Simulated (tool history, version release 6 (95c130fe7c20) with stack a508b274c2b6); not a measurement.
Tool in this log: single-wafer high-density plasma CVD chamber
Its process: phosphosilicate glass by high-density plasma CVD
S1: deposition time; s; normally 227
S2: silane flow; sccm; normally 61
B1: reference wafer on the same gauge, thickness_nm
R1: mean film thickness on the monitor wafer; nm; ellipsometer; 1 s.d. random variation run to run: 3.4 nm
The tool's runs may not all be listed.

Run 1, hour 0: usual settings but S1 217 s, S2 64 sccm; B1 1440.251. Result: R1 1463.539 nm.
Run 2, hour 35.4: usual settings but S1 217 s, S2 64 sccm; B1 1439.098. Result: R1 1460.561 nm.
Run 3, hour 54.1: usual settings but S1 217 s, S2 64 sccm; B1 1439.22. Result: R1 1463.135 nm.
Run 4, hour 70.7: usual settings but S2 54 sccm; B1 1438.95. Result: R1 1307.85 nm.
Run 5, hour 98.1: usual settings but S2 54 sccm; B1 1440.967. Result: R1 1302.382 nm.
Run 6, hour 127: usual settings but S1 203 s; B1 1438.87. Result: R1 1316.16 nm.
Run 7, hour 162.9: usual settings but S1 194 s; B1 1439.348. Result: R1 1251.055 nm.
Run 8, hour 185.4: usual settings but S1 194 s; B1 1438.956. Result: R1 1250.834 nm.
Run 9, hour 209.3: usual settings but S1 257 s, S2 55 sccm; B1 1439.43. Result: R1 1505.244 nm.
Run 10, hour 242.5: usual settings but S1 213 s; B1 1440.533. Result: R1 1371.87 nm.
Run 11, hour 267: usual settings but S1 213 s; B1 1438.486. Result: R1 1383.069 nm.
Run 12, hour 300.2: usual settings; B1 1439.48. Result: R1 1467.043 nm.
At hour 330: silane flow controller replaced.
Run 13, hour 330.5: usual settings but S2 66 sccm; B1 1441.446. Result: R1 1485.856 nm.
Run 14, hour 339.6: usual settings but S2 69 sccm; B1 1439.947. Result: R1 1550.696 nm.
Run 15, hour 368.8: usual settings but S1 184 s, S2 73 sccm; B1 1442.612. Result: R1 1329.889 nm.
At hour 380.3: gauge calibrated.
Run 16, hour 391.9: usual settings but S2 68 sccm; B1 1440.333. Result: R1 1528.242 nm.
Run 17, hour 414.8: usual settings; B1 1441.596. Result: R1 1382.933 nm.

The next listed run, before its measurement:
Run 18, hour 435.2: usual settings but S2 52 sccm; B1 ?. Result: R1 ?.

Run 18 produced B1 1439.951, R1 1196.071 nm.
The same run, on a tool lacking any hidden state, would have yielded R1 1210.005 nm.
